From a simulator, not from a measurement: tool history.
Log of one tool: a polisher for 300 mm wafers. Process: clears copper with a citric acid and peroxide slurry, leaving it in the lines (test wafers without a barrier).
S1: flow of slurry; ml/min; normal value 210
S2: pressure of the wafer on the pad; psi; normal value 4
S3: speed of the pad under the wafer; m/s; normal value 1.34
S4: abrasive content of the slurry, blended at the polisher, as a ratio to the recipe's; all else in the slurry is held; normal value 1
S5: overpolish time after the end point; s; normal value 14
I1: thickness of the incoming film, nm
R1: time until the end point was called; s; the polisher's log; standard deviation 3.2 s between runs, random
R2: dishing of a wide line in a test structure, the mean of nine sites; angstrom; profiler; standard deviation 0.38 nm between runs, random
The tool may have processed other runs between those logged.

run 1 hour=0 | S1=210 S2=4 S3=1.34 S4=1 S5=14 | I1=627.5 | R1=184 R2=208
run 2 hour=33.9 | S1=210 S2=4 S3=1.34 S4=1 S5=14 | I1=621.9 | R1=190.4 R2=203
-- hour=51.1 worn pad replaced by a new one
run 3 hour=58.3 | S1=210 S2=4 S3=1.66 S4=1 S5=14 | I1=630.3 | R1=158.7 R2=226
-- hour=72.1 slurry nozzle cleaned
run 4 hour=77.4 | S1=210 S2=4 S3=1.66 S4=1 S5=14 | I1=622.2 | R1=144.7 R2=248
run 5 hour=96.3 | S1=210 S2=4 S3=1.34 S4=1 S5=16 | I1=621.5 | R1=181.7 R2=236
run 6 hour=114.9 | S1=210 S2=4 S3=1.34 S4=1 S5=16 | I1=614.3 | R1=181.2 R2=235
-- hour=121.2 slurry blender recalibrated
run 7 hour=133.3 | S1=210 S2=4 S3=1.34 S4=1 S5=16 | I1=635 | R1=185.6 R2=226
run 8 hour=162.1 | S1=210 S2=4 S3=1.34 S4=1 S5=11 | I1=628.8 | R1=190.1 R2=183
run 9 hour=186.5 | S1=210 S2=4 S3=1.34 S4=1 S5=14 | I1=622.6 | R1=190.5 R2=215
-- hour=209.6 worn pad replaced by a new one
run 10 hour=222.1 | S1=210 S2=4 S3=1.34 S4=1 S5=14 | I1=628.1 | R1=189.2 R2=213
run 11 hour=247.6 | S1=210 S2=4 S3=1.34 S4=1 S5=14 | I1=625.9 | R1=185.6 R2=211
-- hour=257.7 slurry nozzle cleaned
-- hour=260.9 slurry blender recalibrated
run 12 hour=270.7 | S1=210 S2=4 S3=1.34 S4=1 S5=14 | I1=623.1 | R1=182.7 R2=214
run 13 hour=303.9 | S1=140 S2=4 S3=1.34 S4=1 S5=14 | I1=619.8 | R1=184 R2=212
-- hour=331 worn pad replaced by a new one
-- hour=363.6 head pressure recalibrated
run 14 hour=367 | S1=210 S2=4 S3=1.34 S4=1 S5=14 | I1=620.1 | R1=184.5 R2=216
run 15 hour=379.7 | S1=210 S2=4 S3=1.34 S4=0.8 S5=16 | I1=619.1 | R1=193.3 R2=218
run 16 hour=396.7 | S1=255 S2=4 S3=1.74 S4=1 S5=14 | I1=617.5 | R1=144.1 R2=243
-- hour=402.1 slurry blender recalibrated
run 17 hour=417.6 | S1=210 S2=4 S3=1.34 S4=1 S5=14 | I1=633.3 | R1=188.4 R2=208
run 18 hour=451.9 | S1=210 S2=4 S3=1.34 S4=1 S5=14 | I1=628.6 | R1=194.6 R2=204
-- hour=460.1 worn pad replaced by a new one
run 19 hour=477.3 | S1=230 S2=4 S3=1.6 S4=0.8 S5=7 | I1=625.7 | R1=166.9 R2=141

What does the tool deliver on the next run?
-- hour=501.6 slurry nozzle cleaned
-- hour=556.4 slurry blender recalibrated
run 20 hour=574.8 | S1=210 S2=4 S3=1.34 S4=1.15 S5=14 | I1=636.5 | R1=? R2=?

R1: 177.8 s
R2: 215 angstrom
Without the tool's hidden state the same run would have given R1 171.2 s, R2 220 angstrom.
